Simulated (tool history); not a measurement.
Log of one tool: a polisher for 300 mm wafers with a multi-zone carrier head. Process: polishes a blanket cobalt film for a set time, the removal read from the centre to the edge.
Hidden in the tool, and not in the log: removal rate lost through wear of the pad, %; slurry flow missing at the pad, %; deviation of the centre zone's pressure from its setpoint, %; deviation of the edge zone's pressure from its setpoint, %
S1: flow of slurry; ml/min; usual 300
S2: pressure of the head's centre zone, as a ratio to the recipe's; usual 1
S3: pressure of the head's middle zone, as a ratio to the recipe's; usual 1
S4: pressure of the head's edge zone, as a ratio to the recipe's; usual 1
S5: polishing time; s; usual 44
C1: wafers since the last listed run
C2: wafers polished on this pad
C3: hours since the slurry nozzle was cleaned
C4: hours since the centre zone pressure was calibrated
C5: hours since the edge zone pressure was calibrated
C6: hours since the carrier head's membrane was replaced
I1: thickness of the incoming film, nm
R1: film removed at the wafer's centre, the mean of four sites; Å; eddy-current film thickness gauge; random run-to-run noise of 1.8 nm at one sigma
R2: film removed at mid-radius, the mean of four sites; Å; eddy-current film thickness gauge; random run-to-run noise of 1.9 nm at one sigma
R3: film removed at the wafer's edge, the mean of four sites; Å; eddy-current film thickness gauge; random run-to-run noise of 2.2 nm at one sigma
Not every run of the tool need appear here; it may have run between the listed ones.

run 1 day=0 | S1=300 S2=1 S3=1 S4=1 S5=44 | C1=0 C2=1109 C3=267.4 C4=189.8 C5=785.8 C6=199.1 | I1=1168.9 | R1=1652 R2=1721 R3=1667
-- day=0.738 edge zone pressure recalibrated
run 2 day=2.383 | S1=300 S2=1.03 S3=1 S4=1.07 S5=44 | C1=552 C2=1661 C3=324.6 C4=247 C5=39.5 C6=256.3 | I1=1151.9 | R1=1696 R2=1711 R3=1746
run 3 day=3.783 | S1=300 S2=1.06 S3=1 S4=1 S5=44 | C1=336 C2=1997 C3=358.2 C4=280.6 C5=73.1 C6=289.9 | I1=1140.5 | R1=1717 R2=1701 R3=1691
-- day=4.262 slurry nozzle cleaned
run 4 day=5.717 | S1=405 S2=1.09 S3=1 S4=1 S5=44 | C1=454 C2=2451 C3=34.9 C4=327 C5=119.5 C6=336.3 | I1=1146.9 | R1=1796 R2=1778 R3=1699
-- day=11.15 worn pad replaced by a new one
run 5 day=12.1 | S1=300 S2=0.96 S3=1.07 S4=1.06 S5=31 | C1=1492 C2=227 C3=188.1 C4=480.2 C5=272.7 C6=489.5 | I1=1158.5 | R1=1113 R2=1269 R3=1214
run 6 day=13.742 | S1=300 S2=1 S3=1 S4=1 S5=44 | C1=394 C2=621 C3=227.5 C4=519.6 C5=312.1 C6=528.9 | I1=1163.2 | R1=1611 R2=1721 R3=1669
run 7 day=15.475 | S1=300 S2=1 S3=1.08 S4=0.97 S5=44 | C1=416 C2=1038 C3=269.1 C4=561.2 C5=353.7 C6=570.5 | I1=1155.2 | R1=1623 R2=1823 R3=1646
run 8 day=16.625 | S1=300 S2=1 S3=1.1 S4=1.09 S5=44 | C1=276 C2=1314 C3=296.7 C4=588.8 C5=381.3 C6=598.1 | I1=1167.9 | R1=1651 R2=1873 R3=1776
run 9 day=19.617 | S1=300 S2=0.95 S3=1.09 S4=1.11 S5=30 | C1=718 C2=2032 C3=368.5 C4=660.6 C5=453.1 C6=669.9 | I1=1150.1 | R1=1074 R2=1266 R3=1208
run 10 day=22.071 | S1=300 S2=1 S3=0.95 S4=1 S5=44 | C1=589 C2=2621 C3=427.4 C4=719.5 C5=512 C6=728.8 | I1=1177.2 | R1=1614 R2=1638 R3=1684
run 11 day=23.971 | S1=200 S2=1 S3=1 S4=1.11 S5=58 | C1=456 C2=3077 C3=473 C4=765.1 C5=557.6 C6=774.4 | I1=1166.7 | R1=2042 R2=2184 R3=2301
-- day=24.629 slurry nozzle cleaned
run 12 day=25.554 | S1=300 S2=1 S3=1 S4=1 S5=44 | C1=370 C2=3447 C3=22.2 C4=803.1 C5=595.6 C6=812.4 | I1=1152.6 | R1=1617 R2=1713 R3=1709
run 13 day=27.425 | S1=300 S2=1 S3=0.96 S4=1 S5=44 | C1=449 C2=3896 C3=67.1 C4=848 C5=640.5 C6=857.3 | I1=1159.3 | R1=1613 R2=1665 R3=1682
-- day=28.825 worn pad replaced by a new one
run 14 day=30.367 | S1=300 S2=0.92 S3=1.06 S4=1 S5=44 | C1=666 C2=370 C3=137.7 C4=918.6 C5=711.1 C6=927.9 | I1=1139.1 | R1=1532 R2=1811 R3=1625
run 15 day=32.35 | S1=300 S2=1.03 S3=1 S4=1.07 S5=44 | C1=476 C2=846 C3=185.3 C4=966.2 C5=758.7 C6=975.5 | I1=1166.2 | R1=1608 R2=1704 R3=1731
-- day=32.571 edge zone pressure recalibrated
run 16 day=35.329 | S1=300 S2=1 S3=1 S4=1 S5=44 | C1=695 C2=1541 C3=256.8 C4=1037.7 C5=66.2 C6=1047 | I1=1158.6 | R1=1561 R2=1710 R3=1694
run 17 day=37.304 | S1=300 S2=1 S3=0.95 S4=1 S5=44 | C1=474 C2=2015 C3=304.2 C4=1085.1 C5=113.6 C6=1094.4 | I1=1176.7 | R1=1583 R2=1665 R3=1648
run 18 day=40 | S1=300 S2=0.91 S3=1 S4=1.07 S5=44 | C1=647 C2=2662 C3=368.9 C4=1149.8 C5=178.3 C6=1159.1 | I1=1164.3 | R1=1491 R2=1723 R3=1729
run 19 day=41.879 | S1=300 S2=1 S3=1 S4=0.97 S5=44 | C1=451 C2=3113 C3=414 C4=1194.9 C5=223.4 C6=1204.2 | I1=1171.2 | R1=1556 R2=1758 R3=1629
-- day=42.521 slurry nozzle cleaned
run 20 day=43.346 | S1=300 S2=1 S3=1 S4=0.88 S5=55 | C1=342 C2=3455 C3=19.8 C4=1230.1 C5=258.6 C6=1239.4 | I1=1150.5 | R1=1910 R2=2182 R3=1991
run 21 day=45.421 | S1=230 S2=1.08 S3=1.05 S4=1 S5=38 | C1=498 C2=3953 C3=69.6 C4=1279.9 C5=308.4 C6=1289.2 | I1=1145.9 | R1=1364 R2=1546 R3=1445
run 22 day=46.833 | S1=405 S2=1 S3=0.91 S4=1.03 S5=50 | C1=339 C2=4292 C3=103.5 C4=1313.8 C5=342.3 C6=1323.1 | I1=1167.9 | R1=1819 R2=1805 R3=1933
run 23 day=48.075 | S1=300 S2=1 S3=1 S4=1.06 S5=44 | C1=298 C2=4590 C3=133.3 C4=1343.6 C5=372.1 C6=1352.9 | I1=1164.6 | R1=1576 R2=1768 R3=1726

3 ways to go on from here, each from the tool as it stands after run 23. What would each give?
run A day=48.092 | S1=300 S2=1 S3=1 S4=1 S5=48 | C1=4 C2=4594 C3=133.7 C4=1344 C5=372.5 C6=1353.3 | I1=1156.3 | R1=? R2=? R3=?
run B day=48.092 | S1=390 S2=1 S3=1 S4=1 S5=52 | C1=4 C2=4594 C3=133.7 C4=1344 C5=372.5 C6=1353.3 | I1=1156.3 | R1=? R2=? R3=?
run C day=48.092 | S1=300 S2=1 S3=1.11 S4=1 S5=44 | C1=4 C2=4594 C3=133.7 C4=1344 C5=372.5 C6=1353.3 | I1=1156.3 | R1=? R2=? R3=?

run=A R1=1716 R2=1862 R3=1791
run=B R1=1899 R2=2057 R3=1969
run=C R1=1574 R2=1865 R3=1639
Take away the tool's hidden state, keep each run's random variation, and the runs would have read:
run=A R1=1849 R2=1861 R3=1791
run=B R1=2047 R2=2056 R3=1969
run=C R1=1697 R2=1865 R3=1639
